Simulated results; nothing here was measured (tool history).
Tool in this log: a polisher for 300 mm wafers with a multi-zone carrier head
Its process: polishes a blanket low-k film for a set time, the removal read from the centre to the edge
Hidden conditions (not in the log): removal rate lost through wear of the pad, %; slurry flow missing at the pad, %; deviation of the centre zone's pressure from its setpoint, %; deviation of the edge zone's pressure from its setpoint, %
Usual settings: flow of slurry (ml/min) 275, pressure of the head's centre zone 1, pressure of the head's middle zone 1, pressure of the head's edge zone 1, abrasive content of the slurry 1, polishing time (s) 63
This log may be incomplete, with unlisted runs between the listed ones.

run,hour,flow of slurry (ml/min),pressure of the head's centre zone,pressure of the head's middle zone,pressure of the head's edge zone,abrasive content of the slurry,polishing time (s),wafers since the last listed run,wafers polished on this pad,hours since the slurry nozzle was cleaned,hours since the centre zone pressure was calibrated,hours since the edge zone pressure was calibrated,hours since the carrier head's membrane was replaced,"incoming thickness of the incoming film, nm",film removed at the wafer's centre (nm),film removed at mid-radius (nm),film removed at the wafer's edge (nm)
1,0,250,1,1,1,1,63,0,277,670.2,276.1,254.5,1123.6,479.6,29.3,29.5,29.5
2,19,250,1,1,1,1,63,164,442,689.2,295.1,273.5,1142.6,484.9,29.2,28.5,29.1
3,45,250,1,1,1,1,63,225,667,715.2,321.1,299.5,1168.6,479.9,28.8,29.2,28.6
4,57.3,275,1,1,1,1,63,106,773,727.5,333.4,311.8,1180.9,474.9,29,29.1,28.2
# hour 67.4: worn pad replaced by a new one
5,83.7,275,1,1,1,1,63,194,141,753.9,359.8,338.2,1207.3,470.6,29.4,29.8,30.2
6,164.6,275,1,1,1,1,63,700,842,834.8,440.7,419.1,1288.2,476.5,28.6,28.7,28.5
# hour 173.9: edge zone pressure recalibrated
# hour 179.4: worn pad replaced by a new one
7,198,275,1,1,1,1,63,237,161,868.2,474.1,24.1,1321.6,485,28.9,29.9,29.9
8,227.3,275,1,1,1,1,63,253,414,897.5,503.4,53.4,1350.9,485.4,28.7,30,29.1
9,239.7,275,1,1,1,1,63,107,522,909.9,515.8,65.8,1363.3,475.1,28.2,29.5,29.6
# hour 267.5: carrier head's membrane replaced by a new one
10,275.1,275,1,1,1,1,63,263,785,945.3,551.2,101.2,7.6,486.1,27.9,28.2,28.9
# hour 288.3: centre zone pressure recalibrated
# hour 291.9: worn pad replaced by a new one
# hour 303.5: slurry nozzle cleaned
11,309.5,275,1,1,0.92,1.2,63,241,143,6,21.2,135.6,42,485.6,31.5,31,30.4
12,322.1,355,1,1.05,1,1,63,109,253,18.6,33.8,148.2,54.6,480.2,30.9,31.1,29.6
13,334.9,340,1,1,1.11,1,63,110,364,31.4,46.6,161,67.4,474.1,30.7,29.5,31.6
14,351,275,1,1,1,1,63,139,503,47.5,62.7,177.1,83.5,480.1,29.2,28.8,29.1
15,378.6,275,1,1,1.05,1,54,239,742,75.1,90.3,204.7,111.1,476.9,25.2,24,25
16,395.1,275,0.92,1,1,1,63,142,885,91.6,106.8,221.2,127.6,484.5,27.9,28.3,28.8
# hour 404.8: worn pad replaced by a new one
17,410.2,275,1.08,1,1,1,63,96,47,106.7,121.9,236.3,142.7,483.7,31.7,30,30.4
18,445.7,275,1,1,0.93,0.75,63,307,354,142.2,157.4,271.8,178.2,483.1,27.9,26.9,26.4
19,468.9,275,1,1,1,1,63,201,555,165.4,180.6,295,201.4,479,29.3,29.4,29.3
20,500.5,320,1.09,0.92,0.91,1,63,273,829,197,212.2,326.6,233,475.9,31.4,27.4,28.1

Each row is a separate what-if for the run after 20, all from the same tool condition, not one after another. Results?
A,500.9,275,1,1,1,1,63,3,833,197.4,212.6,327,233.4,484.1,?,?,?
B,500.9,275,0.89,0.95,0.95,1,56,3,833,197.4,212.6,327,233.4,484.1,?,?,?
C,500.9,240,1.05,1,0.94,1.1,63,3,833,197.4,212.6,327,233.4,484.1,?,?,?
D,500.9,275,1.09,1,0.94,0.8,78,3,833,197.4,212.6,327,233.4,484.1,?,?,?

run,film removed at the wafer's centre (nm),film removed at mid-radius (nm),film removed at the wafer's edge (nm)
A,28.6,28.8,28.5
B,23.4,25,24.7
C,29.8,29,28
D,35.6,33.7,32.4
Without the tool's unlogged condition, the same runs would have read:
run,film removed at the wafer's centre (nm),film removed at mid-radius (nm),film removed at the wafer's edge (nm)
A,29.9,30.1,29.8
B,24.5,26.1,25.9
C,31.2,30.3,29.3
D,37.3,35.2,33.9
